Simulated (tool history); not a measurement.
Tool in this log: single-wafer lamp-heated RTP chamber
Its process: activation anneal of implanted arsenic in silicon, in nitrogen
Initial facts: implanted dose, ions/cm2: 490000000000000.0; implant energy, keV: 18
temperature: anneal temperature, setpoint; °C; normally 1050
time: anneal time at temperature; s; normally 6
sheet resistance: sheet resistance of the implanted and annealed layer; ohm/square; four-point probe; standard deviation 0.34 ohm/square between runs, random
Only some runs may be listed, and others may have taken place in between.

run	hour	temperature	time	wafers since the last listed run	wafers since the last pyrometer calibration	wafers since the reflector plate was cleaned	hours since the gauge calibration	read-back reference wafer on the same gauge, sheet resistance	sheet resistance
1	0	1042	6	0	2020	5955	486.5	229.92	217.95
2	56.6	1050	9	1045	3066	7001	543.1	230.26	214.5
# hour 79.2: reflector plate cleaned
3	155.6	1050	9	1681	4747	1410	642.1	229.96	212.93
4	251.5	1070	3	1771	6519	3182	738	230.15	217.76
# hour 342.3: pyrometer window cleaned and pyrometer calibrated
5	343.5	1070	3	1551	21	4734	830	229.95	217.78
6	395.4	1070	3	958	980	5693	881.9	229.86	218.24
7	464.4	1050	3	1274	2255	6968	950.9	229.91	220.74
# hour 481.2: reflector plate cleaned
8	535.4	1050	3	1163	3419	1001	1021.9	229.75	219.99
9	636.3	1034	3	1864	5283	2865	1122.8	230.09	221.48
10	695.6	1071	6	1095	6378	3961	1182.1	229.93	212.06
# hour 728.6: pyrometer window cleaned and pyrometer calibrated
11	759.7	1071	6	1036	574	4998	1246.2	230.06	213.79
12	824.7	1050	6	1200	1775	6199	1311.2	229.82	216.61
13	874.6	1050	6	921	2697	7121	1361.1	229.9	215.7
# hour 898.7: reflector plate cleaned
14	948.5	1022	4	1217	3914	921	1435	229.94	220.7
15	1038.4	1025	6	1660	5575	2582	1524.9	229.97	218.8
16	1107.7	1064	5	1280	6856	3862	1594.2	230.04	214.16
# hour 1123.9: pyrometer window cleaned and pyrometer calibrated
# hour 1287.3: gauge calibrated
17	1296.7	1079	3	3344	3192	7206	9.4	230	216.12
# hour 1345.7: reflector plate cleaned
18	1385.5	1050	7	1492	4685	734	98.2	230	214.72
19	1442.1	1030	5	1045	5731	1780	154.8	230.04	219.43
# hour 1485.9: pyrometer window cleaned and pyrometer calibrated
20	1491.3	1050	3	761	99	2541	204	229.98	220.16
21	1554.5	1038	6	1167	1267	3709	267.2	229.89	218.01
22	1649.4	1032	3	1753	3020	5462	362.1	230.13	221.71
23	1705.2	1050	8	1030	4051	6493	417.9	230.03	214.12
# hour 1713.9: reflector plate cleaned
24	1783.8	1029	3	1304	5355	1292	496.5	229.99	221.47
# hour 1872.5: pyrometer window cleaned and pyrometer calibrated
25	1873	1050	6	1500	8	2792	585.7	230.12	216.89
26	1962.7	1071	6	1657	1665	4449	675.4	230.1	213.11
27	2007.1	1050	6	820	2486	5270	719.8	229.8	215.92

Hidden state at the last listed run before each entry between runs and at the first one after, where it differs:
After run 2, before run 3: reflector plate cleaned (hour 79.2)
  true wafer temperature minus pyrometer reading, K: 2.16 -> 5.34
  measured minus no-state result, sheet resistance: -0.35 -> -0.87 ohm/square
After run 4, before run 5: pyrometer window cleaned and pyrometer calibrated (hour 342.3)
  true wafer temperature minus pyrometer reading, K: 9.81 -> 0.0358
  measured minus no-state result, sheet resistance: -1.26 -> +0 ohm/square
After run 7, before run 8: reflector plate cleaned (hour 481.2)
  true wafer temperature minus pyrometer reading, K: 1.15 -> 2.81
  measured minus no-state result, sheet resistance: -0.12 -> -0.29 ohm/square
After run 10, before run 11: pyrometer window cleaned and pyrometer calibrated (hour 728.6)
  true wafer temperature minus pyrometer reading, K: 9.33 -> 0.607
  measured minus no-state result, sheet resistance: -1.6 -> -0.11 ohm/square
After run 13, before run 14: reflector plate cleaned (hour 898.7)
  true wafer temperature minus pyrometer reading, K: 2.12 -> 4.14
  measured minus no-state result, sheet resistance: -0.27 -> -0.38 ohm/square
After run 16, before run 17: pyrometer window cleaned and pyrometer calibrated (hour 1123.9); gauge calibrated (hour 1287.3)
  true wafer temperature minus pyrometer reading, K: 11.2 -> 4.1
  measured minus no-state result, sheet resistance: -1.71 -> -0.55 ohm/square
After run 17, before run 18: reflector plate cleaned (hour 1345.7)
  true wafer temperature minus pyrometer reading, K: 4.1 -> 6.98
  measured minus no-state result, sheet resistance: -0.55 -> -1.02 ohm/square
After run 19, before run 20: pyrometer window cleaned and pyrometer calibrated (hour 1485.9)
  true wafer temperature minus pyrometer reading, K: 9.42 -> 0.629
  measured minus no-state result, sheet resistance: -0.92 -> -0.06 ohm/square
After run 23, before run 24: reflector plate cleaned (hour 1713.9)
  true wafer temperature minus pyrometer reading, K: 4.21 -> 7.23
  measured minus no-state result, sheet resistance: -0.65 -> -0.64 ohm/square
After run 24, before run 25: pyrometer window cleaned and pyrometer calibrated (hour 1872.5)
  true wafer temperature minus pyrometer reading, K: 7.23 -> 1.52
  measured minus no-state result, sheet resistance: -0.64 -> -0.2 ohm/square

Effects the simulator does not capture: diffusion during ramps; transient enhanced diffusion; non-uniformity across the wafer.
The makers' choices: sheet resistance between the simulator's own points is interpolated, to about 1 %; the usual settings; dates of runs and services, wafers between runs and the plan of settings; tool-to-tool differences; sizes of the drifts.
